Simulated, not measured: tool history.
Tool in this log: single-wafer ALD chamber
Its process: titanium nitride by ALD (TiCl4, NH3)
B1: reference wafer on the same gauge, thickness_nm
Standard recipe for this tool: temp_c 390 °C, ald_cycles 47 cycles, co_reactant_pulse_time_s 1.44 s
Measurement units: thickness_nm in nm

Run 1, hour 0: usual settings; B1 0.836. Result: thickness_nm 0.974 nm.
At hour 38.8: gauge calibrated.
Run 2, hour 62.6: usual settings; B1 0.836. Result: thickness_nm 0.979 nm.
Run 3, hour 125.4: usual settings but temp_c 395 °C, co_reactant_pulse_time_s 1.79 s; B1 0.836. Result: thickness_nm 0.999 nm.
Run 4, hour 169.1: usual settings but temp_c 382 °C, co_reactant_pulse_time_s 1.17 s; B1 0.836. Result: thickness_nm 0.946 nm.
Run 5, hour 253.8: usual settings but temp_c 382 °C, co_reactant_pulse_time_s 1.17 s; B1 0.836. Result: thickness_nm 0.941 nm.
Run 6, hour 326.2: usual settings but temp_c 382 °C, co_reactant_pulse_time_s 1.17 s; B1 0.836. Result: thickness_nm 0.944 nm.
Run 7, hour 422.7: usual settings; B1 0.836. Result: thickness_nm 0.975 nm.
Run 8, hour 518.1: usual settings; B1 0.836. Result: thickness_nm 0.973 nm.
Run 9, hour 610.9: usual settings; B1 0.836. Result: thickness_nm 0.979 nm.
Run 10, hour 694: usual settings but ald_cycles 44 cycles; B1 0.836. Result: thickness_nm 0.916 nm.
Run 11, hour 778.8: usual settings but ald_cycles 44 cycles; B1 0.836. Result: thickness_nm 0.916 nm.
Run 12, hour 841.6: usual settings; B1 0.836. Result: thickness_nm 0.973 nm.
Run 13, hour 880.1: usual settings but ald_cycles 50 cycles, co_reactant_pulse_time_s 1.69 s; B1 0.836. Result: thickness_nm 1.052 nm.
Run 14, hour 932.3: usual settings but ald_cycles 50 cycles, co_reactant_pulse_time_s 1.69 s; B1 0.836. Result: thickness_nm 1.055 nm.
Run 15, hour 1156.4: usual settings; B1 0.836. Result: thickness_nm 0.979 nm.
Run 16, hour 1235.5: usual settings; B1 0.836. Result: thickness_nm 0.975 nm.
At hour 1244: thermocouple changed; heater temperature recalibrated.
Run 17, hour 1306.3: usual settings but co_reactant_pulse_time_s 1.03 s; B1 0.836. Result: thickness_nm 0.941 nm.
Run 18, hour 1384.6: usual settings; B1 0.836. Result: thickness_nm 0.981 nm.
At hour 1505.3: gauge calibrated.
Run 19, hour 1677.4: usual settings but temp_c 381 °C, ald_cycles 40 cycles; B1 0.836. Result: thickness_nm 0.822 nm.
Run 20, hour 1750.7: usual settings; B1 0.835. Result: thickness_nm 0.974 nm.
Run 21, hour 1807: usual settings but ald_cycles 44 cycles; B1 0.836. Result: thickness_nm 0.915 nm.
Run 22, hour 1870.7: usual settings but temp_c 382 °C, ald_cycles 43 cycles, co_reactant_pulse_time_s 1.19 s; B1 0.835. Result: thickness_nm 0.863 nm.
Run 23, hour 1925.6: usual settings but temp_c 379 °C; B1 0.836. Result: thickness_nm 0.962 nm.
Run 24, hour 2025: usual settings; B1 0.836. Result: thickness_nm 0.979 nm.
Run 25, hour 2090.4: usual settings but temp_c 380 °C, ald_cycles 54 cycles, co_reactant_pulse_time_s 1.08 s; B1 0.836. Result: thickness_nm 1.073 nm.
At hour 2280.2: showerhead replaced.
Run 26, hour 2383.5: usual settings; B1 0.836. Result: thickness_nm 0.977 nm.
Run 27, hour 2484.1: usual settings but temp_c 402 °C, co_reactant_pulse_time_s 1.78 s; B1 0.836. Result: thickness_nm 0.997 nm.
Run 28, hour 2552.8: usual settings but temp_c 405 °C, ald_cycles 44 cycles, co_reactant_pulse_time_s 1.93 s; B1 0.835. Result: thickness_nm 0.941 nm.
Run 29, hour 2643.7: usual settings but temp_c 378 °C, ald_cycles 44 cycles, co_reactant_pulse_time_s 1.09 s; B1 0.836. Result: thickness_nm 0.866 nm.
At hour 2708: thermocouple changed; heater temperature recalibrated.
Run 30, hour 2746.4: usual settings but temp_c 403 °C, ald_cycles 50 cycles; B1 0.836. Result: thickness_nm 1.048 nm.
Run 31, hour 2792.2: usual settings but temp_c 385 °C; B1 0.836. Result: thickness_nm 0.974 nm.
Run 32, hour 2871.3: usual settings but temp_c 378 °C, ald_cycles 38 cycles, co_reactant_pulse_time_s 1.09 s; B1 0.836. Result: thickness_nm 0.749 nm.
At hour 2974.8: gauge calibrated.
Run 33, hour 3158: usual settings but temp_c 405 °C, ald_cycles 39 cycles; B1 0.836. Result: thickness_nm 0.817 nm.

3 options for the next run, each taken on its own from the tool as it stands now. Forecast them:
Run A, hour 3158.5: usual settings; B1 ?. Result: thickness_nm ?.
Run B, hour 3158.5: usual settings but temp_c 385 °C, ald_cycles 39 cycles; B1 ?. Result: thickness_nm ?.
Run C, hour 3158.5: usual settings but temp_c 405 °C, ald_cycles 40 cycles; B1 ?. Result: thickness_nm ?.

run     B1  thickness_nm
  A  0.836         0.975
  B  0.836         0.805
  C  0.836         0.841
Take away the tool's hidden state, keep each run's random variation, and the runs would have read:
run  thickness_nm
  A         0.975
  B         0.805
  C         0.841
